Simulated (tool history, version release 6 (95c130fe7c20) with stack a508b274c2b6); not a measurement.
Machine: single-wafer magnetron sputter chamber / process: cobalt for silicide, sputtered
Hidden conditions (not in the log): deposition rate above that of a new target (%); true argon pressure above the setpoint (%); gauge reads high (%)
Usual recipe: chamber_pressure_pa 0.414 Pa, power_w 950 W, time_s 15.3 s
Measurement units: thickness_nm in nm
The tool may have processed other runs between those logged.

| run | hour | chamber_pressure_pa | power_w | time_s | wafers since the last listed run | wafers on the sputter target | hours since the last manometer calibration | hours since the magnet pack was replaced | hours since the gauge calibration | read-back reference wafer on the same gauge, thickness_nm | thickness_nm |
|---|---|---|---|---|---|---|---|---|---|---|---|
| 1 | 0 | 0.414 | 950 | 15.3 | 0 | 9134 | 1436.9 | 6110.9 | 1299.1 | 7.06 | 7.606 |
| 2 | 89.3 | 0.414 | 950 | 15.3 | 2218 | 11352 | 1526.2 | 6200.2 | 1388.4 | 7.056 | 7.587 |
| 3 | 145.9 | 0.414 | 950 | 15.3 | 1406 | 12758 | 1582.8 | 6256.8 | 1445 | 7.059 | 7.565 |
|  | 226.1 | sputter target and shields replaced |
| 4 | 226.6 | 0.414 | 950 | 15.3 | 1805 | 13 | 1663.5 | 6337.5 | 1525.7 | 7.065 | 7.627 |
| 5 | 306.5 | 0.414 | 950 | 15.3 | 1984 | 1998 | 1743.4 | 6417.4 | 1605.6 | 7.094 | 7.646 |
| 6 | 381.7 | 0.414 | 950 | 16.6 | 1868 | 3866 | 1818.6 | 6492.6 | 1680.8 | 7.083 | 8.305 |
| 7 | 479.4 | 0.414 | 950 | 16.6 | 2426 | 6293 | 1916.3 | 6590.3 | 1778.5 | 7.077 | 8.255 |
| 8 | 583.9 | 0.414 | 950 | 16.6 | 2595 | 8889 | 2020.8 | 6694.8 | 1883 | 7.079 | 8.319 |
| 9 | 767.9 | 0.414 | 950 | 15.3 | 4570 | 13460 | 2204.8 | 6878.8 | 2067 | 7.092 | 7.585 |
|  | 845 | sputter target and shields replaced |
| 10 | 865.5 | 0.414 | 950 | 15.3 | 2225 | 510 | 2302.4 | 6976.4 | 2164.6 | 7.09 | 7.646 |
| 11 | 937.4 | 0.414 | 950 | 16.9 | 1786 | 2296 | 2374.3 | 7048.3 | 2236.5 | 7.103 | 8.476 |
| 12 | 980.1 | 0.414 | 950 | 16.9 | 1060 | 3356 | 2417 | 7091 | 2279.2 | 7.085 | 8.472 |
| 13 | 1020.5 | 0.342 | 950 | 15.3 | 1003 | 4360 | 2457.4 | 7131.4 | 2319.6 | 7.107 | 7.785 |
| 14 | 1124.6 | 0.342 | 950 | 15.3 | 2585 | 6946 | 2561.5 | 7235.5 | 2423.7 | 7.104 | 7.818 |
| 15 | 1215.4 | 0.326 | 950 | 15.3 | 2255 | 9202 | 2652.3 | 7326.3 | 2514.5 | 7.1 | 7.793 |
| 16 | 1268 | 0.326 | 950 | 15.3 | 1306 | 10508 | 2704.9 | 7378.9 | 2567.1 | 7.102 | 7.813 |
|  | 1321.9 | capacitance manometer re-zeroed and calibrated |
| 17 | 1366.8 | 0.326 | 950 | 15.3 | 2255 | 12764 | 44.9 | 7477.7 | 2665.9 | 7.096 | 7.87 |
|  | 1431.9 | sputter target and shields replaced |
| 18 | 1435.3 | 0.414 | 950 | 16.6 | 1502 | 85 | 113.4 | 7546.2 | 2734.4 | 7.109 | 8.291 |
| 19 | 1521.7 | 0.414 | 950 | 16.6 | 2146 | 2231 | 199.8 | 7632.6 | 2820.8 | 7.102 | 8.307 |
|  | 1612.2 | gauge calibrated |
| 20 | 1628.1 | 0.414 | 950 | 15.3 | 2643 | 4874 | 306.2 | 7739 | 15.9 | 6.866 | 7.348 |
| 21 | 1716.3 | 0.316 | 1050 | 18.1 | 2191 | 7065 | 394.4 | 7827.2 | 104.1 | 6.907 | 9.945 |
| 22 | 1781.1 | 0.362 | 900 | 15.3 | 1609 | 8675 | 459.2 | 7892 | 168.9 | 6.924 | 7.186 |
| 23 | 1885.4 | 0.495 | 950 | 14.2 | 2590 | 11266 | 563.5 | 7996.3 | 273.2 | 6.926 | 6.79 |
|  | 1950 | sputter target and shields replaced |
| 24 | 1975.4 | 0.414 | 950 | 15.3 | 2036 | 632 | 653.5 | 8086.3 | 363.2 | 6.958 | 7.476 |
| 25 | 2055.7 | 0.414 | 950 | 15.3 | 1994 | 2626 | 733.8 | 8166.6 | 443.5 | 6.971 | 7.421 |
| 26 | 2100.9 | 0.365 | 750 | 13.7 | 1122 | 3749 | 779 | 8211.8 | 488.7 | 6.981 | 5.399 |
| 27 | 2173.2 | 0.414 | 950 | 15.3 | 1796 | 5545 | 851.3 | 8284.1 | 561 | 6.993 | 7.515 |
|  | 2198.9 | magnet pack replaced |
| 28 | 2225.7 | 0.414 | 950 | 13 | 1105 | 6651 | 903.8 | 26.8 | 613.5 | 6.999 | 6.412 |
| 29 | 2295.4 | 0.414 | 950 | 13.4 | 1731 | 8382 | 973.5 | 96.5 | 683.2 | 7.023 | 6.607 |
|  | 2497.7 | sputter target and shields replaced |
| 30 | 2499.1 | 0.259 | 950 | 15.3 | 4861 | 34 | 1177.2 | 300.2 | 886.9 | 7.037 | 7.925 |
| 31 | 2541.7 | 0.317 | 950 | 12.6 | 1058 | 1092 | 1219.8 | 342.8 | 929.5 | 7.023 | 6.431 |
| 32 | 2624.6 | 0.548 | 800 | 14.1 | 2059 | 3151 | 1302.7 | 425.7 | 1012.4 | 7.058 | 5.659 |
| 33 | 2712.3 | 0.517 | 800 | 13.7 | 2178 | 5330 | 1390.4 | 513.4 | 1100.1 | 7.06 | 5.581 |
| 34 | 2808 | 0.336 | 800 | 17.4 | 2377 | 7707 | 1486.1 | 609.1 | 1195.8 | 7.071 | 7.46 |

The same runs without the tool's hidden state, with the same run-to-run variation:
| run | thickness_nm |
|---|---|
| 1 | 7.371 |
| 2 | 7.347 |
| 3 | 7.322 |
| 4 | 7.378 |
| 5 | 7.392 |
| 6 | 8.026 |
| 7 | 7.973 |
| 8 | 8.031 |
| 9 | 7.316 |
| 10 | 7.373 |
| 11 | 8.171 |
| 12 | 8.166 |
| 13 | 7.503 |
| 14 | 7.532 |
| 15 | 7.507 |
| 16 | 7.525 |
| 17 | 7.579 |
| 18 | 7.983 |
| 19 | 7.998 |
| 20 | 7.31 |
| 21 | 9.858 |
| 22 | 7.107 |
| 23 | 6.691 |
| 24 | 7.349 |
| 25 | 7.279 |
| 26 | 5.29 |
| 27 | 7.351 |
| 28 | 6.264 |
| 29 | 6.446 |
| 30 | 7.705 |
| 31 | 6.249 |
| 32 | 5.492 |
| 33 | 5.411 |
| 34 | 7.225 |
